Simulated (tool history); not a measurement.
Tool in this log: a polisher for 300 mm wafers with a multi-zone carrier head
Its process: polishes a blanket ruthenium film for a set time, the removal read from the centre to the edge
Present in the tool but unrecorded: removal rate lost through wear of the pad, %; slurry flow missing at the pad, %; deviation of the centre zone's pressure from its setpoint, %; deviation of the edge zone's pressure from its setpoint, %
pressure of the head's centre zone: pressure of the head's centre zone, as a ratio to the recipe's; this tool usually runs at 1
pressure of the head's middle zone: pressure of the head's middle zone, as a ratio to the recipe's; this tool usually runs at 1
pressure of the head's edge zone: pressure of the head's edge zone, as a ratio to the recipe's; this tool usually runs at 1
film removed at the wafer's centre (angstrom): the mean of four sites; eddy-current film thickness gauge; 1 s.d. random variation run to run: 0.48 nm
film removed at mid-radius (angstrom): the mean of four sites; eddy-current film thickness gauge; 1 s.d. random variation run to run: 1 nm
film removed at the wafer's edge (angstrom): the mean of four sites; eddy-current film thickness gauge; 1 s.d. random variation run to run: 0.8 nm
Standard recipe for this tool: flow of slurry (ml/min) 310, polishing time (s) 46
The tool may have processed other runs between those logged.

run,hour,flow of slurry (ml/min),pressure of the head's centre zone,pressure of the head's middle zone,pressure of the head's edge zone,polishing time (s),wafers since the last listed run,wafers polished on this pad,hours since the slurry nozzle was cleaned,hours since the centre zone pressure was calibrated,hours since the edge zone pressure was calibrated,hours since the carrier head's membrane was replaced,"incoming thickness of the incoming film, nm",film removed at the wafer's centre (angstrom),film removed at mid-radius (angstrom),film removed at the wafer's edge (angstrom)
1,0,310,1,1,1,46,0,1337,277.3,259.1,1113.7,544.6,256,697,686,681
# hour 53.4: slurry nozzle cleaned
2,60.6,310,1,1,1,46,531,1868,7.2,319.7,1174.3,605.2,259.2,712,729,690
# hour 89.6: worn pad replaced by a new one
3,131.8,310,1,1,1,46,598,376,78.4,390.9,1245.5,676.4,261.1,705,726,699
4,180.7,230,1,1,1,46,435,811,127.3,439.8,1294.4,725.3,261.2,691,724,685
5,223.5,230,1,1,1,46,381,1193,170.1,482.6,1337.2,768.1,257.1,682,699,670
6,275.9,230,1,1,1,46,466,1660,222.5,535,1389.6,820.5,260.3,678,727,673
7,329.7,310,1,1,1,46,479,2139,276.3,588.8,1443.4,874.3,255.5,684,706,677
# hour 363.8: slurry nozzle cleaned
# hour 366.3: worn pad replaced by a new one
8,366.8,310,1,1,1,46,299,4,3,625.9,1480.5,911.4,260.7,702,713,684
# hour 402.9: centre zone pressure recalibrated
# hour 403.5: edge zone pressure recalibrated
9,404,310,1,1,1,46,307,312,40.2,1.1,0.5,948.6,259.8,701,731,693
10,451.8,255,0.89,0.95,1,46,425,738,88,48.9,48.3,996.4,258.5,616,686,701
11,479.3,310,1,1,1,46,245,983,115.5,76.4,75.8,1023.9,258,705,732,695
12,547.9,310,1,1,1.09,41,611,1594,184.1,145,144.4,1092.5,262.3,627,644,650
# hour 607.2: worn pad replaced by a new one
13,607.7,310,0.93,1.08,1,46,497,4,243.9,204.8,204.2,1152.3,259.9,640,757,674
# hour 634.4: slurry nozzle cleaned
14,758.3,265,1,1,1,37,1332,1337,123.9,355.4,354.8,1302.9,258.1,556,578,546
# hour 792.3: carrier head's membrane replaced by a new one
15,795.6,310,1,1,1.12,46,287,1625,161.2,392.7,392.1,3.3,255.8,702,711,727
16,831.7,310,1.11,1,1.06,46,321,1947,197.3,428.8,428.2,39.4,256.2,775,708,701
# hour 901.4: worn pad replaced by a new one
17,903.1,280,1.07,0.96,1.04,46,600,15,268.7,500.2,499.6,110.8,258.1,724,688,696
18,935.9,355,0.91,1,1,46,292,307,301.5,533,532.4,143.6,262.2,626,731,694
# hour 964.2: slurry nozzle cleaned
19,975.1,310,1,1,1,46,340,647,10.9,572.2,571.6,182.8,260.3,699,737,709
20,1022.7,310,1,1,1,59,424,1071,58.5,619.8,619.2,230.4,264.1,903,937,889
# hour 1076.6: centre zone pressure recalibrated
21,1083.5,385,1,0.97,1,46,523,1595,119.3,6.9,680,291.2,257.1,712,708,695
22,1142.2,310,1,1,1,39,522,2118,178,65.6,738.7,349.9,264.4,586,614,583

Take each entry between the runs: how does the hidden state at the last listed run before it differ from the hidden state at the first listed run after it?
Between runs 1 and 2: slurry nozzle cleaned (hour 53.4)
  slurry flow missing at the pad, %: 33.6 -> 0.811
  what was measured, less what the result would be without the hidden state, film removed at the wafer's centre (angstrom): -21 -> +0; film removed at mid-radius (angstrom): -19 -> +0; film removed at the wafer's edge (angstrom): -14 -> +0
Between runs 2 and 3: worn pad replaced by a new one (hour 89.6)
  slurry flow missing at the pad, %: 0.811 -> 3.45
  what was measured, less what the result would be without the hidden state, film removed at the wafer's centre (angstrom): +0 -> -1; film removed at mid-radius (angstrom): +0 -> -2; film removed at the wafer's edge (angstrom): +0 -> -1
Between runs 7 and 8: slurry nozzle cleaned (hour 363.8); worn pad replaced by a new one (hour 366.3)
  slurry flow missing at the pad, %: 33.8 -> 3.91
  what was measured, less what the result would be without the hidden state, film removed at the wafer's centre (angstrom): -21 -> -2; film removed at mid-radius (angstrom): -19 -> -2; film removed at the wafer's edge (angstrom): -14 -> -2
Between runs 8 and 9: centre zone pressure recalibrated (hour 402.9); edge zone pressure recalibrated (hour 403.5)
  slurry flow missing at the pad, %: 3.91 -> 4.61
  what was measured, less what the result would be without the hidden state, film removed at the wafer's centre (angstrom): -2 -> -2; film removed at mid-radius (angstrom): -2 -> -3; film removed at the wafer's edge (angstrom): -2 -> -2
Between runs 12 and 13: worn pad replaced by a new one (hour 607.2)
  slurry flow missing at the pad, %: 18.6 -> 29.6
  what was measured, less what the result would be without the hidden state, film removed at the wafer's centre (angstrom): -9 -> -16; film removed at mid-radius (angstrom): -8 -> -18; film removed at the wafer's edge (angstrom): -7 -> -12
Between runs 13 and 14: slurry nozzle cleaned (hour 634.4)
  slurry flow missing at the pad, %: 29.6 -> 7.65
  what was measured, less what the result would be without the hidden state, film removed at the wafer's centre (angstrom): -16 -> -3; film removed at mid-radius (angstrom): -18 -> -3; film removed at the wafer's edge (angstrom): -12 -> -2
Between runs 14 and 15: carrier head's membrane replaced by a new one (hour 792.3)
  slurry flow missing at the pad, %: 7.65 -> 12.3
  what was measured, less what the result would be without the hidden state, film removed at the wafer's centre (angstrom): -3 -> -7; film removed at mid-radius (angstrom): -3 -> -6; film removed at the wafer's edge (angstrom): -2 -> -5
Between runs 16 and 17: worn pad replaced by a new one (hour 901.4)
  slurry flow missing at the pad, %: 17.8 -> 32.2
  what was measured, less what the result would be without the hidden state, film removed at the wafer's centre (angstrom): -11 -> -22; film removed at mid-radius (angstrom): -8 -> -19; film removed at the wafer's edge (angstrom): -7 -> -15
Between runs 18 and 19: slurry nozzle cleaned (hour 964.2)
  slurry flow missing at the pad, %: 40.3 -> 6.35
  what was measured, less what the result would be without the hidden state, film removed at the wafer's centre (angstrom): -22 -> -3; film removed at mid-radius (angstrom): -23 -> -3; film removed at the wafer's edge (angstrom): -17 -> -2
Between runs 20 and 21: centre zone pressure recalibrated (hour 1076.6)
  slurry flow missing at the pad, %: 7.78 -> 12.5
  what was measured, less what the result would be without the hidden state, film removed at the wafer's centre (angstrom): -6 -> -5; film removed at mid-radius (angstrom): -5 -> -5; film removed at the wafer's edge (angstrom): -4 -> -4
